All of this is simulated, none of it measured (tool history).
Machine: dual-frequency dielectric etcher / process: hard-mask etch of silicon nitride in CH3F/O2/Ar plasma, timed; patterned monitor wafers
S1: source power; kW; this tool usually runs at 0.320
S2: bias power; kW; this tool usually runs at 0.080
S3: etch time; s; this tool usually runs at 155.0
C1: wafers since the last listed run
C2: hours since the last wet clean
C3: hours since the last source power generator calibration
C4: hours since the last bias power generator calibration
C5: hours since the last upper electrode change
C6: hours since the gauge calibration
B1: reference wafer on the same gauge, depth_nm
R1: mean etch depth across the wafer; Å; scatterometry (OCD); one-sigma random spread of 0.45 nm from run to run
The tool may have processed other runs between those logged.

run 1 day=0.000 | S1=0.320 S2=0.080 S3=155.0 | C1=0 C2=229.1 C3=1352.5 C4=1992.6 C5=4167.6 C6=1386.5 | B1=110.0 | R1=1017
run 2 day=1.504 | S1=0.320 S2=0.080 S3=155.0 | C1=327 C2=265.2 C3=1388.6 C4=2028.7 C5=4203.7 C6=1422.6 | B1=110.0 | R1=1024
run 3 day=4.488 | S1=0.320 S2=0.080 S3=155.0 | C1=649 C2=336.8 C3=1460.2 C4=2100.3 C5=4275.3 C6=1494.2 | B1=109.7 | R1=1022
run 4 day=6.025 | S1=0.320 S2=0.080 S3=133.0 | C1=334 C2=373.7 C3=1497.1 C4=2137.2 C5=4312.2 C6=1531.1 | B1=109.5 | R1=870
-- day=8.679 wet clean of the chamber
run 5 day=8.700 | S1=0.320 S2=0.080 S3=133.0 | C1=364 C2=0.5 C3=1561.3 C4=2201.4 C5=4376.4 C6=1595.3 | B1=109.3 | R1=867
run 6 day=9.438 | S1=0.320 S2=0.080 S3=187.5 | C1=160 C2=18.2 C3=1579.0 C4=2219.1 C5=4394.1 C6=1613.0 | B1=109.2 | R1=1234
run 7 day=12.408 | S1=0.320 S2=0.080 S3=187.5 | C1=647 C2=89.5 C3=1650.3 C4=2290.4 C5=4465.4 C6=1684.3 | B1=109.1 | R1=1217
run 8 day=14.579 | S1=0.320 S2=0.080 S3=155.0 | C1=472 C2=141.6 C3=1702.4 C4=2342.5 C5=4517.5 C6=1736.4 | B1=109.0 | R1=1013
run 9 day=17.083 | S1=0.320 S2=0.080 S3=155.0 | C1=545 C2=201.7 C3=1762.5 C4=2402.6 C5=4577.6 C6=1796.5 | B1=108.7 | R1=1007
-- day=20.208 gauge calibrated
run 10 day=22.875 | S1=0.320 S2=0.080 S3=155.0 | C1=1261 C2=340.7 C3=1901.5 C4=2541.6 C5=4716.6 C6=64.0 | B1=111.8 | R1=1045
run 11 day=24.112 | S1=0.320 S2=0.080 S3=155.0 | C1=269 C2=370.4 C3=1931.2 C4=2571.3 C5=4746.3 C6=93.7 | B1=111.8 | R1=1041
-- day=25.400 wet clean of the chamber
run 12 day=26.892 | S1=0.320 S2=0.080 S3=155.0 | C1=387 C2=35.8 C3=1997.9 C4=2638.0 C5=4813.0 C6=160.4 | B1=111.6 | R1=1041
run 13 day=28.142 | S1=0.320 S2=0.080 S3=155.0 | C1=272 C2=65.8 C3=2027.9 C4=2668.0 C5=4843.0 C6=190.4 | B1=111.6 | R1=1041
run 14 day=31.125 | S1=0.290 S2=0.071 S3=115.0 | C1=649 C2=137.4 C3=2099.5 C4=2739.6 C5=4914.6 C6=262.0 | B1=111.8 | R1=720
-- day=33.125 bias power generator calibrated
run 15 day=33.692 | S1=0.360 S2=0.080 S3=155.0 | C1=522 C2=199.0 C3=2161.1 C4=13.6 C5=4976.2 C6=323.6 | B1=111.7 | R1=1098
-- day=35.371 source power generator calibrated
run 16 day=36.467 | S1=0.320 S2=0.080 S3=155.0 | C1=568 C2=265.6 C3=26.3 C4=80.2 C5=5042.8 C6=390.2 | B1=111.6 | R1=1034
run 17 day=38.092 | S1=0.320 S2=0.080 S3=122.0 | C1=353 C2=304.6 C3=65.3 C4=119.2 C5=5081.8 C6=429.2 | B1=111.6 | R1=816
run 18 day=40.771 | S1=0.240 S2=0.096 S3=121.0 | C1=583 C2=368.9 C3=129.6 C4=183.5 C5=5146.1 C6=493.5 | B1=111.6 | R1=745
-- day=42.196 upper electrode replaced
run 19 day=42.217 | S1=0.290 S2=0.065 S3=137.0 | C1=97 C2=403.6 C3=164.3 C4=218.2 C5=0.5 C6=528.2 | B1=111.5 | R1=838
-- day=45.038 wet clean of the chamber
run 20 day=45.058 | S1=0.360 S2=0.061 S3=179.0 | C1=401 C2=0.5 C3=232.5 C4=286.4 C5=68.7 C6=596.4 | B1=111.4 | R1=1192
run 21 day=47.167 | S1=0.320 S2=0.080 S3=136.5 | C1=459 C2=51.1 C3=283.1 C4=337.0 C5=119.3 C6=647.0 | B1=111.3 | R1=913
run 22 day=48.254 | S1=0.320 S2=0.096 S3=177.5 | C1=236 C2=77.2 C3=309.2 C4=363.1 C5=145.4 C6=673.1 | B1=111.4 | R1=1236
run 23 day=49.750 | S1=0.260 S2=0.088 S3=155.0 | C1=325 C2=113.1 C3=345.1 C4=399.0 C5=181.3 C6=709.0 | B1=111.2 | R1=963
run 24 day=52.342 | S1=0.320 S2=0.080 S3=129.5 | C1=564 C2=175.3 C3=407.3 C4=461.2 C5=243.5 C6=771.2 | B1=111.1 | R1=866
run 25 day=53.600 | S1=0.320 S2=0.086 S3=155.0 | C1=274 C2=205.5 C3=437.5 C4=491.4 C5=273.7 C6=801.4 | B1=111.2 | R1=1060
-- day=60.529 wet clean of the chamber
run 26 day=61.608 | S1=0.270 S2=0.069 S3=155.0 | C1=1526 C2=25.9 C3=629.7 C4=683.6 C5=465.9 C6=993.6 | B1=110.7 | R1=920
run 27 day=64.792 | S1=0.320 S2=0.096 S3=177.5 | C1=693 C2=102.3 C3=706.1 C4=760.0 C5=542.3 C6=1070.0 | B1=110.6 | R1=1227
run 28 day=66.029 | S1=0.320 S2=0.080 S3=155.0 | C1=269 C2=132.0 C3=735.8 C4=789.7 C5=572.0 C6=1099.7 | B1=110.5 | R1=1033
run 29 day=67.167 | S1=0.320 S2=0.080 S3=155.0 | C1=247 C2=159.3 C3=763.1 C4=817.0 C5=599.3 C6=1127.0 | B1=110.5 | R1=1031
run 30 day=69.250 | S1=0.390 S2=0.067 S3=122.5 | C1=453 C2=209.3 C3=813.1 C4=867.0 C5=649.3 C6=1177.0 | B1=110.4 | R1=849

For each run, what was the tool's unlogged condition?
etch rate over this chamber's usual, %: 0 on each run
source power that arrives over what is set, %: 0 on each run
bias power that arrives over what is set, %: 0 on each run
H1: gauge reads high (%)
run=1 H1=-1.81
run=2 H1=-1.9
run=3 H1=-2.09
run=4 H1=-2.19
run=5 H1=-2.37
run=6 H1=-2.42
run=7 H1=-2.64
run=8 H1=-2.8
run=9 H1=-2.99
run=10 H1=-0.203
run=11 H1=-0.208
run=12 H1=-0.223
run=13 H1=-0.233
run=14 H1=-0.262
run=15 H1=-0.295
run=16 H1=-0.338
run=17 H1=-0.367
run=18 H1=-0.421
run=19 H1=-0.453
run=20 H1=-0.523
run=21 H1=-0.58
run=22 H1=-0.612
run=23 H1=-0.657
run=24 H1=-0.74
run=25 H1=-0.783
run=26 H1=-1.1
run=27 H1=-1.24
run=28 H1=-1.3
run=29 H1=-1.35
run=30 H1=-1.46

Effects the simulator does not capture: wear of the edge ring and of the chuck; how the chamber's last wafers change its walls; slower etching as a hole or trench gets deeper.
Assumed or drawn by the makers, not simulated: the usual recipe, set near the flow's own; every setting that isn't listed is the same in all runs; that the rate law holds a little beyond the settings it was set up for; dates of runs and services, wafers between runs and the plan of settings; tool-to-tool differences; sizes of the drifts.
